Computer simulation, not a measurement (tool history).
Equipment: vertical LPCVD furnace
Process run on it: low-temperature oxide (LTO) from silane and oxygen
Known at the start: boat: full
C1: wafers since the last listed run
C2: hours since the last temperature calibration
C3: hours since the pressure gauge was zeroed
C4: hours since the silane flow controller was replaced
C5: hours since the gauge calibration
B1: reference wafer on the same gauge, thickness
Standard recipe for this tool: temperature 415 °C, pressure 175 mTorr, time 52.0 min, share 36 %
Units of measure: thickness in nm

{"run": 1, "hour": 0.0, "temperature": 406, "pressure": 175, "time": 52.0, "share": 36, "C1": 0, "C2": 1652.2, "C3": 400.3, "C4": 3026.1, "C5": 885.8, "B1": 347.23, "thickness": 374.71}
{"run": 2, "hour": 104.3, "temperature": 415, "pressure": 175, "time": 58.0, "share": 36, "C1": 1609, "C2": 1756.5, "C3": 504.6, "C4": 3130.4, "C5": 990.1, "B1": 346.89, "thickness": 462.1}
{"run": 3, "hour": 149.6, "temperature": 415, "pressure": 175, "time": 59.0, "share": 36, "C1": 699, "C2": 1801.8, "C3": 549.9, "C4": 3175.7, "C5": 1035.4, "B1": 347.27, "thickness": 469.44}
{"run": 4, "hour": 246.4, "temperature": 415, "pressure": 175, "time": 59.0, "share": 36, "C1": 1493, "C2": 1898.6, "C3": 646.7, "C4": 3272.5, "C5": 1132.2, "B1": 347.03, "thickness": 471.12}
{"run": 5, "hour": 322.3, "temperature": 419, "pressure": 175, "time": 52.0, "share": 36, "C1": 1171, "C2": 1974.5, "C3": 722.6, "C4": 3348.4, "C5": 1208.1, "B1": 347.07, "thickness": 431.71}
{"run": 6, "hour": 393.7, "temperature": 415, "pressure": 175, "time": 57.5, "share": 36, "C1": 1101, "C2": 2045.9, "C3": 794.0, "C4": 3419.8, "C5": 1279.5, "B1": 346.98, "thickness": 460.91}
{"run": 7, "hour": 490.1, "temperature": 415, "pressure": 175, "time": 57.5, "share": 36, "C1": 1487, "C2": 2142.3, "C3": 890.4, "C4": 3516.2, "C5": 1375.9, "B1": 347.15, "thickness": 459.14}
{"hour": 574.5, "done": "thermocouples replaced and temperature profile calibrated"}
{"run": 8, "hour": 575.0, "temperature": 415, "pressure": 175, "time": 57.5, "share": 36, "C1": 939, "C2": 0.5, "C3": 975.3, "C4": 3601.1, "C5": 1460.8, "B1": 347.11, "thickness": 463.41}
{"hour": 639.8, "done": "gauge calibrated"}
{"run": 9, "hour": 660.2, "temperature": 415, "pressure": 175, "time": 63.5, "share": 36, "C1": 1314, "C2": 85.7, "C3": 1060.5, "C4": 3686.3, "C5": 20.4, "B1": 346.91, "thickness": 512.05}
{"run": 10, "hour": 708.8, "temperature": 415, "pressure": 175, "time": 63.5, "share": 36, "C1": 749, "C2": 134.3, "C3": 1109.1, "C4": 3734.9, "C5": 69.0, "B1": 346.82, "thickness": 508.88}
{"run": 11, "hour": 803.6, "temperature": 415, "pressure": 175, "time": 52.0, "share": 39, "C1": 1462, "C2": 229.1, "C3": 1203.9, "C4": 3829.7, "C5": 163.8, "B1": 347.36, "thickness": 465.77}
{"run": 12, "hour": 853.6, "temperature": 415, "pressure": 175, "time": 52.0, "share": 38, "C1": 771, "C2": 279.1, "C3": 1253.9, "C4": 3879.7, "C5": 213.8, "B1": 346.69, "thickness": 450.45}
{"run": 13, "hour": 931.4, "temperature": 415, "pressure": 175, "time": 57.5, "share": 36, "C1": 1200, "C2": 356.9, "C3": 1331.7, "C4": 3957.5, "C5": 291.6, "B1": 346.99, "thickness": 468.65}
{"hour": 1020.8, "done": "pressure gauge zeroed"}
{"run": 14, "hour": 1033.8, "temperature": 415, "pressure": 200, "time": 52.0, "share": 36, "C1": 1209, "C2": 459.3, "C3": 13.0, "C4": 4059.9, "C5": 394.0, "B1": 346.83, "thickness": 490.28}
{"run": 15, "hour": 1095.5, "temperature": 415, "pressure": 220, "time": 52.0, "share": 33, "C1": 952, "C2": 521.0, "C3": 74.7, "C4": 4121.6, "C5": 455.7, "B1": 347.06, "thickness": 476.52}
{"hour": 1221.3, "done": "silane flow controller replaced"}
{"run": 16, "hour": 1311.0, "temperature": 415, "pressure": 175, "time": 52.0, "share": 36, "C1": 2955, "C2": 736.5, "C3": 290.2, "C4": 89.7, "C5": 671.2, "B1": 347.06, "thickness": 435.05}
{"hour": 1430.2, "done": "pressure gauge zeroed, repeated, since the last time left the tool worse"}
{"run": 17, "hour": 1430.7, "temperature": 410, "pressure": 175, "time": 52.0, "share": 36, "C1": 1476, "C2": 856.2, "C3": 0.5, "C4": 209.4, "C5": 790.9, "B1": 346.98, "thickness": 392.69}
{"run": 18, "hour": 1511.9, "temperature": 415, "pressure": 210, "time": 35.5, "share": 36, "C1": 1253, "C2": 937.4, "C3": 81.7, "C4": 290.6, "C5": 872.1, "B1": 346.98, "thickness": 339.16}
{"run": 19, "hour": 1598.2, "temperature": 415, "pressure": 175, "time": 57.5, "share": 36, "C1": 1331, "C2": 1023.7, "C3": 168.0, "C4": 376.9, "C5": 958.4, "B1": 346.99, "thickness": 460.12}
{"run": 20, "hour": 1712.4, "temperature": 415, "pressure": 175, "time": 61.0, "share": 36, "C1": 1762, "C2": 1137.9, "C3": 282.2, "C4": 491.1, "C5": 1072.6, "B1": 346.91, "thickness": 486.8}
{"run": 21, "hour": 1783.3, "temperature": 410, "pressure": 210, "time": 33.5, "share": 31, "C1": 1094, "C2": 1208.8, "C3": 353.1, "C4": 562.0, "C5": 1143.5, "B1": 346.93, "thickness": 249.36}
{"run": 22, "hour": 1844.1, "temperature": 426, "pressure": 150, "time": 71.5, "share": 39, "C1": 938, "C2": 1269.6, "C3": 413.9, "C4": 622.8, "C5": 1204.3, "B1": 347.17, "thickness": 609.53}

4 options for the next run, each taken on its own from the tool as it stands now. Forecast them:
{"run": "A", "hour": 1848.9, "temperature": 415, "pressure": 175, "time": 52.0, "share": 30, "C1": 74, "C2": 1274.4, "C3": 418.7, "C4": 627.6, "C5": 1209.1, "B1": "?", "thickness": "?"}
{"run": "B", "hour": 1848.9, "temperature": 415, "pressure": 175, "time": 42.5, "share": 41, "C1": 74, "C2": 1274.4, "C3": 418.7, "C4": 627.6, "C5": 1209.1, "B1": "?", "thickness": "?"}
{"run": "C", "hour": 1848.9, "temperature": 424, "pressure": 215, "time": 52.0, "share": 32, "C1": 74, "C2": 1274.4, "C3": 418.7, "C4": 627.6, "C5": 1209.1, "B1": "?", "thickness": "?"}
{"run": "D", "hour": 1848.9, "temperature": 415, "pressure": 175, "time": 35.5, "share": 36, "C1": 74, "C2": 1274.4, "C3": 418.7, "C4": 627.6, "C5": 1209.1, "B1": "?", "thickness": "?"}

run=A B1=347.36 thickness=328.93
run=B B1=347.36 thickness=401.08
run=C B1=347.36 thickness=486.39
run=D B1=347.36 thickness=287.06
Stripped of hidden state, with their random variation kept, the same runs would have yielded:
run=A thickness=323.80
run=B thickness=394.82
run=C thickness=480.20
run=D thickness=282.58
